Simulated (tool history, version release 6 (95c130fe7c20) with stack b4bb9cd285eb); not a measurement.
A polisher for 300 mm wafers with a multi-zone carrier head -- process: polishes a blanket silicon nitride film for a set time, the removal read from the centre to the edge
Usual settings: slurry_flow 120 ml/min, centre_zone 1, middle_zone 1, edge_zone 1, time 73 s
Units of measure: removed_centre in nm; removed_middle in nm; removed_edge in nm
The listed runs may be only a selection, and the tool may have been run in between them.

run,hour,slurry_flow,centre_zone,middle_zone,edge_zone,time,wafers since the last listed run,wafers polished on this pad,hours since the slurry nozzle was cleaned,hours since the centre zone pressure was calibrated,hours since the edge zone pressure was calibrated,hours since the carrier head's membrane was replaced,"incoming thickness of the incoming film, nm",removed_centre,removed_middle,removed_edge
1,0,120,1,0.95,1,73,0,519,180.1,999.7,661.9,786.3,487.3,146.8,140.4,142.6
2,30.5,120,1.07,1,0.89,73,452,972,210.6,1030.2,692.4,816.8,501.3,152.2,145.1,140.9
3,67.1,135,1.09,1,1,73,543,1515,247.2,1066.8,729,853.4,490.1,161.8,151.5,149.6
4,79.2,120,0.94,1.12,1,56,179,1695,259.3,1078.9,741.1,865.5,485.7,106.9,122.7,112.9
5,97.2,150,1.12,0.9,0.89,73,267,1962,277.3,1096.9,759.1,883.5,487.5,168,142.6,146.7
6,113.4,95,1,0.89,0.92,61,240,2202,293.5,1113.1,775.3,899.7,490.8,107.6,98.1,106.4
# hour 121.5: centre zone pressure recalibrated
7,126.3,120,1,1,1,73,161,2364,306.4,4.8,788.2,912.6,489,143.7,143.9,144.5
# hour 146.7: carrier head's membrane replaced by a new one
8,152.1,120,1.08,1,1,73,308,2673,332.2,30.6,814,5.4,491.3,149.1,144.5,144.1
9,175.2,120,1,0.96,1.06,73,342,3016,355.3,53.7,837.1,28.5,498.5,144,137.5,149.5
# hour 178.3: edge zone pressure recalibrated
10,202.5,120,1,1,1,73,375,3392,382.6,81,24.2,55.8,498.2,142.1,142.6,146
# hour 217.8: worn pad replaced by a new one
11,227.6,135,1,1,1,54,313,145,407.7,106.1,49.3,80.9,486.7,111.6,108.9,109
12,263.2,120,1,1.05,1,91,528,674,443.3,141.7,84.9,116.5,478.9,173,181.6,174.9
13,294.9,145,1,1,1,73,470,1145,475,173.4,116.6,148.2,500.1,143,151,144.1
14,317.3,120,0.93,1,1.05,50,332,1477,497.4,195.8,139,170.6,490.8,87.7,95.1,97.1
15,334.5,120,1,1,1,73,255,1733,514.6,213,156.2,187.8,480.6,136.1,137.2,141.5
16,364.5,120,1,1.03,0.91,73,445,2178,544.6,243,186.2,217.8,484.8,133.3,139.2,133.2
17,381.5,90,1.11,1,1,73,252,2430,561.6,260,203.2,234.8,488.4,112.2,110,122.7
18,417.3,120,1,1,1,73,531,2962,597.4,295.8,239,270.6,488.6,127.5,130.4,135.5
19,434.8,95,1,1.1,1,73,259,3222,614.9,313.3,256.5,288.1,499,105,120.5,122.5
20,448.2,120,1,1,1,73,198,3421,628.3,326.7,269.9,301.5,493.8,122.7,128.5,131.9
21,479,120,0.96,1,1,73,457,3878,659.1,357.5,300.7,332.3,487.4,115.4,127,130.9

Each row is a separate what-if for the run after 21, all from the same tool condition, not one after another. Results?
A,479.4,140,1,1,1,73,5,3884,659.5,357.9,301.1,332.7,481,?,?,?
B,479.4,140,1.1,1,1.12,52,5,3884,659.5,357.9,301.1,332.7,481,?,?,?
C,479.4,120,1,1,1,89,5,3884,659.5,357.9,301.1,332.7,481,?,?,?
D,479.4,120,1,0.96,1,73,5,3884,659.5,357.9,301.1,332.7,481,?,?,?
E,479.4,120,1,1,1.07,73,5,3884,659.5,357.9,301.1,332.7,481,?,?,?

run,removed_centre,removed_middle,removed_edge
A,129.4,135.9,140.4
B,98.7,96.8,105.8
C,144.1,153.5,163
D,118.2,121.8,133.7
E,118.2,125.9,138.2
Without the tool's hidden state the same runs would have given:
run,removed_centre,removed_middle,removed_edge
A,151.6,156.1,154.4
B,115.6,111.2,116.4
C,175.5,181.8,182.3
D,143.9,144.3,149.6
E,143.9,149.1,154.5

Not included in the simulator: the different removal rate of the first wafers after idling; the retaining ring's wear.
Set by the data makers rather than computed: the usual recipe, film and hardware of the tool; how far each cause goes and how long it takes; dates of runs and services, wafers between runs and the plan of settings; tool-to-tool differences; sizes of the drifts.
